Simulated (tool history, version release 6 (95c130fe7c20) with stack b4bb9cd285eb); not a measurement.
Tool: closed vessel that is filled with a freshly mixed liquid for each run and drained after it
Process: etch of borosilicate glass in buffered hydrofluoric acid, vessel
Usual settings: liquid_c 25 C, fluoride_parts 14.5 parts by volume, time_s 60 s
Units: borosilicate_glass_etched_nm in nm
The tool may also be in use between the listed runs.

| run | hour | liquid_c | fluoride_parts | time_s | read-back film thickness of the borosilicate glass reference wafer, read on the same gauge (nm) | borosilicate_glass_etched_nm |
|---|---|---|---|---|---|---|
| 1 | 0 | 25 | 14.5 | 70 | 79.98 | 70.76 |
| 2 | 71 | 25 | 14.5 | 70 | 80.01 | 69.98 |
| 3 | 111.3 | 25 | 14.5 | 70 | 79.98 | 70.46 |
| 4 | 173.4 | 25 | 14.5 | 60 | 80.01 | 60.39 |
| 5 | 353.3 | 25 | 14.5 | 60 | 80.01 | 60.35 |
| 6 | 383.9 | 25 | 16 | 60 | 79.99 | 55.05 |
| 7 | 454.7 | 25 | 14.5 | 60 | 79.99 | 60.42 |
|  | 484.9 | thermometer replaced |
| 8 | 488.3 | 25 | 14.5 | 60 | 79.99 | 60.26 |
| 9 | 538.2 | 25 | 14.5 | 60 | 80.01 | 60.18 |
|  | 570.6 | gauge calibrated |
| 10 | 599.3 | 25 | 18 | 50 | 80.02 | 40.46 |
| 11 | 656.7 | 25 | 14.5 | 60 | 80.01 | 60.25 |
| 12 | 717.3 | 25 | 18 | 60 | 80.01 | 48.52 |
| 13 | 754.2 | 25 | 14.5 | 60 | 80 | 60.05 |
| 14 | 783 | 27.5 | 9.5 | 60 | 80.02 | 102.66 |
| 15 | 828.2 | 25 | 19.5 | 60 | 80.01 | 44.73 |
| 16 | 891.1 | 25 | 12 | 60 | 80 | 72.63 |
| 17 | 928.9 | 25 | 19.5 | 60 | 80.02 | 45.13 |
| 18 | 977 | 25 | 14.5 | 60 | 80 | 60.04 |
|  | 1008.5 | hydrofluoric acid flow meter replaced |
| 19 | 1038 | 21 | 14.5 | 60 | 80.02 | 48.74 |
| 20 | 1068.1 | 23.5 | 12 | 75 | 80 | 84.06 |
| 21 | 1126 | 21.5 | 17.5 | 45 | 79.98 | 30.98 |
| 22 | 1165.7 | 25 | 14.5 | 60 | 80.01 | 59.94 |
|  | 1208.8 | gauge calibrated |
| 23 | 1229.1 | 25 | 13 | 80 | 79.99 | 89.2 |
| 24 | 1260.8 | 25 | 14.5 | 60 | 80.02 | 60.2 |
| 25 | 1307.4 | 29.5 | 14.5 | 60 | 79.99 | 76.25 |

Forecast each of these 5 alternatives for the next run:
| A | 1308.1 | 25 | 18.5 | 60 | ? | ? |
| B | 1308.1 | 25 | 14.5 | 80 | ? | ? |
| C | 1308.1 | 25 | 17.5 | 30 | ? | ? |
| D | 1308.1 | 25 | 14.5 | 45 | ? | ? |
| E | 1308.1 | 25 | 17 | 60 | ? | ? |

| run | read-back film thickness of the borosilicate glass reference wafer, read on the same gauge (nm) | borosilicate_glass_etched_nm |
|---|---|---|
| A | 79.98 | 47.39 |
| B | 79.98 | 80.43 |
| C | 79.98 | 25.04 |
| D | 79.98 | 45.24 |
| E | 79.98 | 51.53 |
Without the tool's hidden state the same runs would have given:
| run | borosilicate_glass_etched_nm |
|---|---|
| A | 47.39 |
| B | 80.43 |
| C | 25.04 |
| D | 45.24 |
| E | 51.53 |
